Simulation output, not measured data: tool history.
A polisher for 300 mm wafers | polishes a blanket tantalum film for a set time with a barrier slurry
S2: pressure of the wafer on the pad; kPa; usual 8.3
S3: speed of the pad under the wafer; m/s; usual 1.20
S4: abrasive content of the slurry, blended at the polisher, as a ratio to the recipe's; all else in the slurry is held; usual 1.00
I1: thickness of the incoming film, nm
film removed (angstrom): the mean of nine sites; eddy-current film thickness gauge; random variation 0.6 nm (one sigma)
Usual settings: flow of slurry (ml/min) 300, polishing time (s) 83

Run 1, hour 0.0: usual settings; I1 291.6. Result: film removed (angstrom) 845.
Run 2, hour 104.8: usual settings; I1 285.2. Result: film removed (angstrom) 845.
Run 3, hour 187.8: usual settings; I1 285.3. Result: film removed (angstrom) 849.
At hour 204.9: head pressure recalibrated.
At hour 241.5: slurry nozzle cleaned.
Run 4, hour 289.9: usual settings; I1 292.3. Result: film removed (angstrom) 830.
At hour 362.0: worn pad replaced by a new one.
Run 5, hour 387.2: usual settings but flow of slurry (ml/min) 270; I1 286.8. Result: film removed (angstrom) 826.
Run 6, hour 459.2: usual settings but flow of slurry (ml/min) 270; I1 288.0. Result: film removed (angstrom) 822.
Run 7, hour 610.7: usual settings but flow of slurry (ml/min) 255, S2 9.0 kPa; I1 287.9. Result: film removed (angstrom) 852.
At hour 639.9: slurry blender recalibrated.
Run 8, hour 698.8: usual settings but polishing time (s) 64; I1 292.1. Result: film removed (angstrom) 643.
Run 9, hour 737.0: usual settings; I1 286.4. Result: film removed (angstrom) 834.
Run 10, hour 811.8: usual settings but flow of slurry (ml/min) 210, S2 10.3 kPa, S3 1.60 m/s, polishing time (s) 74; I1 288.5. Result: film removed (angstrom) 1003.
Run 11, hour 910.1: usual settings but S4 0.75; I1 290.5. Result: film removed (angstrom) 720.
Run 12, hour 1011.2: usual settings but S2 10.3 kPa, polishing time (s) 67; I1 290.2. Result: film removed (angstrom) 771.
At hour 1018.5: head pressure recalibrated.
At hour 1086.4: slurry nozzle cleaned.
Run 13, hour 1100.1: usual settings but flow of slurry (ml/min) 215, S2 6.2 kPa, S3 1.54 m/s, polishing time (s) 59; I1 292.9. Result: film removed (angstrom) 596.
At hour 1133.2: worn pad replaced by a new one.
Run 14, hour 1203.2: usual settings; I1 287.9. Result: film removed (angstrom) 834.
Run 15, hour 1282.3: usual settings; I1 288.0. Result: film removed (angstrom) 837.
Run 16, hour 1368.9: usual settings but flow of slurry (ml/min) 260, S4 0.75, polishing time (s) 96; I1 284.9. Result: film removed (angstrom) 827.
Run 17, hour 1430.0: usual settings but S3 1.48 m/s, S4 0.80; I1 286.9. Result: film removed (angstrom) 872.
At hour 1509.2: slurry blender recalibrated.
Run 18, hour 1513.4: usual settings but polishing time (s) 94; I1 287.2. Result: film removed (angstrom) 958.
Run 19, hour 1620.2: usual settings but S2 11.0 kPa, S3 0.88 m/s, polishing time (s) 94; I1 284.7. Result: film removed (angstrom) 916.
Run 20, hour 1720.6: usual settings; I1 290.1. Result: film removed (angstrom) 848.
Run 21, hour 1795.8: usual settings but flow of slurry (ml/min) 205, S3 1.34 m/s, S4 0.75, polishing time (s) 99; I1 288.2. Result: film removed (angstrom) 919.
At hour 1814.3: head pressure recalibrated.
Run 22, hour 1854.8: usual settings but S4 0.75; I1 289.8. Result: film removed (angstrom) 726.
At hour 1878.1: worn pad replaced by a new one.
Run 23, hour 1926.1: usual settings but S2 7.6 kPa; I1 285.1. Result: film removed (angstrom) 795.
At hour 1944.9: slurry nozzle cleaned.
Run 24, hour 1996.2: usual settings but S3 1.48 m/s; I1 288.4. Result: film removed (angstrom) 972.
Run 25, hour 2226.1: usual settings but S2 9.0 kPa; I1 289.3. Result: film removed (angstrom) 873.
Run 26, hour 2264.0: usual settings but S4 0.90; I1 293.2. Result: film removed (angstrom) 798.
Run 27, hour 2349.9: usual settings but S4 0.85; I1 290.1. Result: film removed (angstrom) 773.
At hour 2388.8: slurry blender recalibrated.
Run 28, hour 2425.4: usual settings but S2 9.7 kPa, polishing time (s) 56; I1 293.1. Result: film removed (angstrom) 617.
Run 29, hour 2484.4: usual settings but polishing time (s) 92; I1 287.8. Result: film removed (angstrom) 928.

Hidden state or all else? Some run-to-run changes of film removed (angstrom), split into what the settings, what came in and random variation would give without the hidden state, and what is left for the hidden state (with any gauge scatter that isn't in both results):
The hidden state here: removal rate lost through wear of the pad, %; slurry flow missing at the pad, %; deviation of the head's pressure from its setpoint, %; abrasive missing from the slurry, %.
Run 3 -> 4: head pressure recalibrated, slurry nozzle cleaned. film removed (angstrom) -19: hidden state -22, all else +3.
Run 10 -> 11: flow of slurry (ml/min) 210 -> 300, S2 10.3 -> 8.3, S3 1.60 -> 1.20, S4 1.00 -> 0.75, polishing time (s) 74 -> 83. film removed (angstrom) -283: hidden state -1, all else -282.
Run 21 -> 22: flow of slurry (ml/min) 205 -> 300, S3 1.34 -> 1.20, polishing time (s) 99 -> 83, head pressure recalibrated. film removed (angstrom) -193: hidden state -18, all else -175.
Run 28 -> 29: S2 9.7 -> 8.3, polishing time (s) 56 -> 92. film removed (angstrom) +311: hidden state +7, all else +304.
